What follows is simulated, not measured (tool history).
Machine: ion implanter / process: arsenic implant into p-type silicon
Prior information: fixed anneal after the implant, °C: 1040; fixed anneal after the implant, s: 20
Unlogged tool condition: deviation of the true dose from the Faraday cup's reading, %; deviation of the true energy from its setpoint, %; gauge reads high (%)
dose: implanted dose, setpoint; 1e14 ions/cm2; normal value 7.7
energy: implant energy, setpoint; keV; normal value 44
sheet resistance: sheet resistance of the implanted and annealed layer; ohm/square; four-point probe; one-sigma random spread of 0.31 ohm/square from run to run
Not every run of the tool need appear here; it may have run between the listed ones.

| run | hour | dose | energy | wafers since the last listed run | hours since the last dose calibration | hours since the extraction supply was calibrated | hours since the gauge calibration | read-back reference wafer on the same gauge, sheet resistance | sheet resistance |
|---|---|---|---|---|---|---|---|---|---|
| 1 | 0 | 7.7 | 53.5 | 0 | 1603.9 | 3120.1 | 225.2 | 127.04 | 118.78 |
| 2 | 56 | 7.7 | 53.5 | 1022 | 1659.9 | 3176.1 | 281.2 | 126.91 | 118.74 |
| 3 | 85.8 | 7.7 | 53.5 | 544 | 1689.7 | 3205.9 | 311 | 127.07 | 118.52 |
| 4 | 109.6 | 6.36 | 44 | 434 | 1713.5 | 3229.7 | 334.8 | 126.98 | 140.47 |
| 5 | 127.7 | 7.7 | 40.5 | 330 | 1731.6 | 3247.8 | 352.9 | 126.91 | 123.35 |
| 6 | 145.1 | 7.7 | 44 | 317 | 1749 | 3265.2 | 370.3 | 126.94 | 121.6 |
| 7 | 162.2 | 7.7 | 33 | 312 | 1766.1 | 3282.3 | 387.4 | 127.1 | 126.7 |
| 8 | 194.5 | 9.28 | 44 | 589 | 1798.4 | 3314.6 | 419.7 | 127.05 | 106.32 |
| 9 | 228.4 | 9.28 | 44 | 619 | 1832.3 | 3348.5 | 453.6 | 126.97 | 106.13 |
|  | 240.2 | extraction supply calibrated |
| 10 | 241.2 | 9.28 | 44 | 87 | 1845.1 | 1 | 466.4 | 126.94 | 106.26 |
| 11 | 265.5 | 7.7 | 44 | 443 | 1869.4 | 25.3 | 490.7 | 126.99 | 120.87 |
| 12 | 288.6 | 7.7 | 44 | 421 | 1892.5 | 48.4 | 513.8 | 127.02 | 121.37 |
| 13 | 329.5 | 7.7 | 44 | 746 | 1933.4 | 89.3 | 554.7 | 127.03 | 120.33 |
| 14 | 354.8 | 7.7 | 44 | 462 | 1958.7 | 114.6 | 580 | 126.92 | 120.92 |
| 15 | 383.3 | 7.7 | 44 | 520 | 1987.2 | 143.1 | 608.5 | 127.04 | 121.46 |
| 16 | 418.1 | 5.94 | 37.5 | 635 | 2022 | 177.9 | 643.3 | 127.05 | 149.94 |
| 17 | 452.3 | 8.43 | 52 | 624 | 2056.2 | 212.1 | 677.5 | 127 | 109.94 |
| 18 | 465.7 | 8.81 | 56 | 244 | 2069.6 | 225.5 | 690.9 | 127.12 | 105.42 |
| 19 | 488.7 | 6.35 | 54.5 | 420 | 2092.6 | 248.5 | 713.9 | 126.95 | 135.1 |
|  | 522.4 | Faraday cup replaced and dose calibrated |
| 20 | 522.9 | 6.78 | 39 | 478 | 0.5 | 282.7 | 748.1 | 127.05 | 138.06 |
| 21 | 549.3 | 7.7 | 44 | 482 | 26.9 | 309.1 | 774.5 | 127.02 | 123.75 |
| 22 | 567.2 | 9.13 | 56 | 326 | 44.8 | 327 | 792.4 | 127 | 105.34 |
|  | 575.6 | gauge calibrated |
| 23 | 580.6 | 5.82 | 31.5 | 244 | 58.2 | 340.4 | 5 | 127.19 | 159.97 |
| 24 | 612.4 | 5.47 | 52 | 580 | 90 | 372.2 | 36.8 | 127.08 | 156.31 |
| 25 | 645.9 | 9.29 | 36 | 611 | 123.5 | 405.7 | 70.3 | 127.03 | 110.77 |
| 26 | 679.2 | 7.7 | 44 | 608 | 156.8 | 439 | 103.6 | 127.04 | 123.69 |
| 27 | 697.6 | 6.91 | 38 | 336 | 175.2 | 457.4 | 122 | 127.08 | 136.33 |
| 28 | 726.2 | 9.13 | 56 | 522 | 203.8 | 486 | 150.6 | 127.03 | 105.27 |

For each run, what was the tool's unlogged condition?
deviation of the true energy from its setpoint, %: 0 at every run
gauge reads high (%): 0 at every run
H1: deviation of the true dose from the Faraday cup's reading, %
| run | H1 |
|---|---|
| 1 | 3.1 |
| 2 | 3.3 |
| 3 | 3.41 |
| 4 | 3.5 |
| 5 | 3.57 |
| 6 | 3.64 |
| 7 | 3.71 |
| 8 | 3.83 |
| 9 | 3.97 |
| 10 | 4.02 |
| 11 | 4.12 |
| 12 | 4.22 |
| 13 | 4.4 |
| 14 | 4.51 |
| 15 | 4.63 |
| 16 | 4.79 |
| 17 | 4.94 |
| 18 | 5 |
| 19 | 5.11 |
| 20 | 1.65 |
| 21 | 1.65 |
| 22 | 1.65 |
| 23 | 1.65 |
| 24 | 1.66 |
| 25 | 1.66 |
| 26 | 1.67 |
| 27 | 1.68 |
| 28 | 1.69 |
